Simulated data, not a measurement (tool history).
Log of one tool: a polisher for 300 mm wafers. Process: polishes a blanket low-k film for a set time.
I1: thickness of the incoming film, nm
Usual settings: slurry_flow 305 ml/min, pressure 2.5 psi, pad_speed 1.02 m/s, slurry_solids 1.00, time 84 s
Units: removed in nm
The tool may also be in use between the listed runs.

{"run": 1, "hour": 0.0, "slurry_flow": 305, "pressure": 3.2, "pad_speed": 1.02, "slurry_solids": 1.0, "time": 84, "I1": 534.0, "removed": 50.7}
{"run": 2, "hour": 43.4, "slurry_flow": 305, "pressure": 2.5, "pad_speed": 1.02, "slurry_solids": 1.0, "time": 84, "I1": 547.6, "removed": 39.7}
{"run": 3, "hour": 60.6, "slurry_flow": 305, "pressure": 2.5, "pad_speed": 1.02, "slurry_solids": 1.0, "time": 84, "I1": 542.9, "removed": 40.8}
{"run": 4, "hour": 94.0, "slurry_flow": 305, "pressure": 2.5, "pad_speed": 1.02, "slurry_solids": 1.0, "time": 98, "I1": 537.7, "removed": 47.1}
{"run": 5, "hour": 124.0, "slurry_flow": 275, "pressure": 2.5, "pad_speed": 1.02, "slurry_solids": 1.0, "time": 105, "I1": 543.4, "removed": 54.4}
{"run": 6, "hour": 152.5, "slurry_flow": 305, "pressure": 2.5, "pad_speed": 1.02, "slurry_solids": 1.0, "time": 84, "I1": 550.8, "removed": 42.9}
{"run": 7, "hour": 166.8, "slurry_flow": 340, "pressure": 3.2, "pad_speed": 1.02, "slurry_solids": 1.15, "time": 63, "I1": 541.7, "removed": 42.4}
{"run": 8, "hour": 188.8, "slurry_flow": 305, "pressure": 2.5, "pad_speed": 1.02, "slurry_solids": 0.9, "time": 84, "I1": 539.1, "removed": 39.6}
{"run": 9, "hour": 207.3, "slurry_flow": 305, "pressure": 2.0, "pad_speed": 1.18, "slurry_solids": 1.0, "time": 84, "I1": 543.7, "removed": 38.2}
{"run": 10, "hour": 293.7, "slurry_flow": 335, "pressure": 2.5, "pad_speed": 1.02, "slurry_solids": 0.85, "time": 84, "I1": 539.4, "removed": 36.2}
{"run": 11, "hour": 320.4, "slurry_flow": 305, "pressure": 2.5, "pad_speed": 0.68, "slurry_solids": 0.75, "time": 84, "I1": 533.3, "removed": 24.5}
{"run": 12, "hour": 353.8, "slurry_flow": 305, "pressure": 2.5, "pad_speed": 1.02, "slurry_solids": 0.9, "time": 84, "I1": 529.9, "removed": 41.6}
{"run": 13, "hour": 379.6, "slurry_flow": 305, "pressure": 2.5, "pad_speed": 1.02, "slurry_solids": 1.0, "time": 84, "I1": 540.3, "removed": 42.8}
{"run": 14, "hour": 409.1, "slurry_flow": 305, "pressure": 2.5, "pad_speed": 1.02, "slurry_solids": 1.0, "time": 84, "I1": 542.0, "removed": 41.9}
{"run": 15, "hour": 439.1, "slurry_flow": 305, "pressure": 2.5, "pad_speed": 1.02, "slurry_solids": 1.0, "time": 62, "I1": 551.2, "removed": 29.9}
{"run": 16, "hour": 474.4, "slurry_flow": 405, "pressure": 2.5, "pad_speed": 1.02, "slurry_solids": 1.0, "time": 108, "I1": 545.0, "removed": 53.4}
{"run": 17, "hour": 572.5, "slurry_flow": 245, "pressure": 2.5, "pad_speed": 1.02, "slurry_solids": 1.0, "time": 84, "I1": 542.9, "removed": 38.2}
{"run": 18, "hour": 608.0, "slurry_flow": 305, "pressure": 2.8, "pad_speed": 1.02, "slurry_solids": 1.0, "time": 84, "I1": 548.2, "removed": 51.3}
{"run": 19, "hour": 647.5, "slurry_flow": 365, "pressure": 3.4, "pad_speed": 1.28, "slurry_solids": 1.0, "time": 74, "I1": 538.4, "removed": 60.8}
{"run": 20, "hour": 675.2, "slurry_flow": 305, "pressure": 3.3, "pad_speed": 1.02, "slurry_solids": 1.0, "time": 84, "I1": 547.4, "removed": 53.8}
{"run": 21, "hour": 687.7, "slurry_flow": 305, "pressure": 2.5, "pad_speed": 1.02, "slurry_solids": 0.85, "time": 55, "I1": 533.5, "removed": 24.5}
{"run": 22, "hour": 759.7, "slurry_flow": 305, "pressure": 2.5, "pad_speed": 1.3, "slurry_solids": 0.8, "time": 84, "I1": 539.4, "removed": 41.9}
{"run": 23, "hour": 772.3, "slurry_flow": 305, "pressure": 2.5, "pad_speed": 1.02, "slurry_solids": 1.0, "time": 84, "I1": 530.7, "removed": 40.3}
{"run": 24, "hour": 792.2, "slurry_flow": 305, "pressure": 2.5, "pad_speed": 1.02, "slurry_solids": 0.8, "time": 84, "I1": 548.3, "removed": 34.3}

Taken out of this log: 12 entries between the listed runs. Where each belongs, and how the hidden state differs across it:
Between runs 1 and 2: head pressure recalibrated (hour 9.7)
  removal rate lost through wear of the pad, %: 12.2 -> 13.6
  measured less the result without the state, removed: -7.0 -> -6.2 nm
Between runs 4 and 5: worn pad replaced by a new one (hour 104.0)
  removal rate lost through wear of the pad, %: 14.6 -> 3.81
  measured less the result without the state, removed: -8.0 -> -2.1 nm
Between runs 5 and 6: slurry nozzle cleaned (hour 137.9)
  removal rate lost through wear of the pad, %: 3.81 -> 7.14
  measured less the result without the state, removed: -2.1 -> -3.3 nm
Between runs 7 and 8: conditioning disc replaced and pad reconditioned (hour 187.3)
  removal rate lost through wear of the pad, %: 8.43 -> 10
  measured less the result without the state, removed: -3.9 -> -4.4 nm
Between runs 9 and 10: slurry blender recalibrated (hour 233.5)
  removal rate lost through wear of the pad, %: 11.1 -> 13.9
  measured less the result without the state, removed: -4.8 -> -5.8 nm
Between runs 11 and 12: worn pad replaced by a new one (hour 338.3)
  removal rate lost through wear of the pad, %: 14.3 -> 4.7
  measured less the result without the state, removed: -4.1 -> -2.0 nm
Between runs 15 and 16: slurry blender recalibrated (hour 473.9)
  removal rate lost through wear of the pad, %: 12.5 -> 14
  measured less the result without the state, removed: -4.3 -> -8.7 nm
Between runs 16 and 17: conditioning disc replaced and pad reconditioned (hour 477.6)
  removal rate lost through wear of the pad, %: 14 -> 16
  measured less the result without the state, removed: -8.7 -> -7.3 nm
Between runs 17 and 18: worn pad replaced by a new one (hour 607.5)
  removal rate lost through wear of the pad, %: 16 -> 0.17
  measured less the result without the state, removed: -7.3 -> -0.1 nm
Between runs 18 and 19: head pressure recalibrated (hour 612.2)
  removal rate lost through wear of the pad, %: 0.17 -> 5.64
  measured less the result without the state, removed: -0.1 -> -3.6 nm
Between runs 21 and 22: slurry blender recalibrated (hour 715.7); conditioning disc replaced and pad reconditioned (hour 759.2)
  removal rate lost through wear of the pad, %: 9.11 -> 12.4
  measured less the result without the state, removed: -2.5 -> -6.0 nm
